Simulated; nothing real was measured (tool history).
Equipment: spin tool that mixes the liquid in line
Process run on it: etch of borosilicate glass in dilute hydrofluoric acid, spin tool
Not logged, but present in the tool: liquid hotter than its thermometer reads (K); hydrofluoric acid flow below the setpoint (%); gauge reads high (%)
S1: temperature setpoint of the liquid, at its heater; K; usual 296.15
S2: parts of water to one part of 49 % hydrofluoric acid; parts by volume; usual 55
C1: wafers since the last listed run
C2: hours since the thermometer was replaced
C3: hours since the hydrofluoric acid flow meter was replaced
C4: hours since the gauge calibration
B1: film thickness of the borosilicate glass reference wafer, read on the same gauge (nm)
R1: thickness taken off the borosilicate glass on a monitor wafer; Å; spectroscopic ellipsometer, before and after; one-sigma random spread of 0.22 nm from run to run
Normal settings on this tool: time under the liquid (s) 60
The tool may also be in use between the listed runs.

run 1 day=0.000 | S1=296.15 S2=55 time_under_the_liquid_(s)=60 | C1=0 C2=425.7 C3=643.1 C4=60.2 | B1=49.97 | R1=457.6
run 2 day=0.496 | S1=296.15 S2=55 time_under_the_liquid_(s)=60 | C1=135 C2=437.6 C3=655.0 C4=72.1 | B1=50.00 | R1=453.2
run 3 day=0.800 | S1=296.15 S2=55 time_under_the_liquid_(s)=40 | C1=83 C2=444.9 C3=662.3 C4=79.4 | B1=49.96 | R1=304.3
run 4 day=1.388 | S1=296.15 S2=55 time_under_the_liquid_(s)=40 | C1=160 C2=459.0 C3=676.4 C4=93.5 | B1=50.05 | R1=305.4
run 5 day=1.662 | S1=296.15 S2=55 time_under_the_liquid_(s)=60 | C1=75 C2=465.6 C3=683.0 C4=100.1 | B1=49.96 | R1=454.6
run 6 day=2.338 | S1=294.65 S2=55 time_under_the_liquid_(s)=60 | C1=184 C2=481.8 C3=699.2 C4=116.3 | B1=50.01 | R1=431.9
run 7 day=2.908 | S1=294.65 S2=55 time_under_the_liquid_(s)=60 | C1=155 C2=495.5 C3=712.9 C4=130.0 | B1=50.03 | R1=430.8
run 8 day=3.221 | S1=294.65 S2=55 time_under_the_liquid_(s)=60 | C1=85 C2=503.0 C3=720.4 C4=137.5 | B1=49.97 | R1=430.4
run 9 day=3.683 | S1=296.15 S2=40 time_under_the_liquid_(s)=60 | C1=126 C2=514.1 C3=731.5 C4=148.6 | B1=50.03 | R1=646.3
run 10 day=3.933 | S1=296.15 S2=35 time_under_the_liquid_(s)=60 | C1=68 C2=520.1 C3=737.5 C4=154.6 | B1=50.03 | R1=737.4
run 11 day=4.183 | S1=294.15 S2=85 time_under_the_liquid_(s)=60 | C1=68 C2=526.1 C3=743.5 C4=160.6 | B1=50.00 | R1=263.3
run 12 day=4.571 | S1=296.15 S2=55 time_under_the_liquid_(s)=60 | C1=105 C2=535.4 C3=752.8 C4=169.9 | B1=50.01 | R1=460.4
-- day=5.062 gauge calibrated
run 13 day=5.179 | S1=296.15 S2=80 time_under_the_liquid_(s)=60 | C1=166 C2=550.0 C3=767.4 C4=2.8 | B1=49.97 | R1=305.0
-- day=5.508 hydrofluoric acid flow meter replaced
run 14 day=5.912 | S1=296.15 S2=55 time_under_the_liquid_(s)=45 | C1=188 C2=567.6 C3=9.7 C4=20.4 | B1=49.97 | R1=394.9
-- day=6.075 thermometer replaced
run 15 day=6.646 | S1=296.15 S2=55 time_under_the_liquid_(s)=75 | C1=188 C2=13.7 C3=27.3 C4=38.0 | B1=49.97 | R1=601.9
run 16 day=7.383 | S1=296.15 S2=55 time_under_the_liquid_(s)=60 | C1=201 C2=31.4 C3=45.0 C4=55.7 | B1=50.01 | R1=478.6
run 17 day=7.783 | S1=293.15 S2=55 time_under_the_liquid_(s)=60 | C1=109 C2=41.0 C3=54.6 C4=65.3 | B1=50.04 | R1=423.3
run 18 day=8.304 | S1=296.15 S2=55 time_under_the_liquid_(s)=60 | C1=142 C2=53.5 C3=67.1 C4=77.8 | B1=50.01 | R1=484.0
run 19 day=8.846 | S1=294.65 S2=55 time_under_the_liquid_(s)=60 | C1=148 C2=66.5 C3=80.1 C4=90.8 | B1=49.93 | R1=451.0

Describe how what the log doesn't record of the tool's condition differs between the last listed run preceding each entry between runs and the first listed run following it.
Logged between run 12 and run 13: gauge calibrated (day 5.062)
  liquid hotter than its thermometer reads (K): 2.21 -> 2.27; hydrofluoric acid flow below the setpoint (%): 11.3 -> 11.5
  measured minus no-state result, R1: -18.4 -> -13.8 Å
Logged between run 13 and run 14: hydrofluoric acid flow meter replaced (day 5.508)
  liquid hotter than its thermometer reads (K): 2.27 -> 2.33; hydrofluoric acid flow below the setpoint (%): 11.5 -> 0.466
  measured minus no-state result, R1: -13.8 -> +34.1 Å
Logged between run 14 and run 15: thermometer replaced (day 6.075)
  liquid hotter than its thermometer reads (K): 2.33 -> 0.31; hydrofluoric acid flow below the setpoint (%): 0.466 -> 0.686
  measured minus no-state result, R1: +34.1 -> +3.3 Å
